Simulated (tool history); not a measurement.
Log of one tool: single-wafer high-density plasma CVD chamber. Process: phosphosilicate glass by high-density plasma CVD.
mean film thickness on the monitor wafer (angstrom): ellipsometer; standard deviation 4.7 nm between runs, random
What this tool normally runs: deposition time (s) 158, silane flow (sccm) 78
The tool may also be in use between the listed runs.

run	day	deposition time (s)	silane flow (sccm)	wafers since the last listed run	hours since the silane flow controller was replaced	hours since the gauge calibration	read-back reference wafer on the same gauge, thickness_nm	mean film thickness on the monitor wafer (angstrom)
1	0.000	158	78	0	4027.7	335.6	922.508	11211.03
2	2.454	158	78	440	4086.6	394.5	920.945	11196.91
3	4.942	158	78	446	4146.3	454.2	920.136	11147.32
4	7.200	158	78	405	4200.5	508.4	918.618	11101.03
5	8.738	158	78	275	4237.4	545.3	918.144	11149.67
6	10.579	158	78	330	4281.6	589.5	915.907	11152.97
# day 15.896: silane flow controller replaced
7	18.771	158	78	1410	69.0	786.1	911.041	11161.76
8	20.725	144	84	350	115.9	833.0	909.499	10888.50
# day 21.617: gauge calibrated
9	23.333	158	78	468	178.5	41.2	929.792	11409.24
10	25.925	187	94	465	240.7	103.4	928.233	16232.06
11	28.633	187	94	486	305.7	168.4	927.744	16103.88
12	31.438	158	78	503	373.0	235.7	925.700	11271.38
13	32.938	183	71	269	409.0	271.7	924.510	11939.91
14	34.938	187	91	358	457.0	319.7	923.591	15490.73
15	37.442	176	78	449	517.1	379.8	921.006	12569.05

Consider 3 possible next runs. They are alternatives, not a sequence: every one starts from the tool as it was left by run 15. What does each give?
A	37.458	187	78	2	517.5	380.2	?	?
B	37.458	170	84	2	517.5	380.2	?	?
C	37.458	175	87	2	517.5	380.2	?	?

run	read-back reference wafer on the same gauge, thickness_nm	mean film thickness on the monitor wafer (angstrom)
A	921.143	13347.37
B	921.143	13067.35
C	921.143	13932.10
Take away the tool's hidden state, keep each run's random variation, and the runs would have read:
run	mean film thickness on the monitor wafer (angstrom)
A	13462.94
B	13180.50
C	14052.74
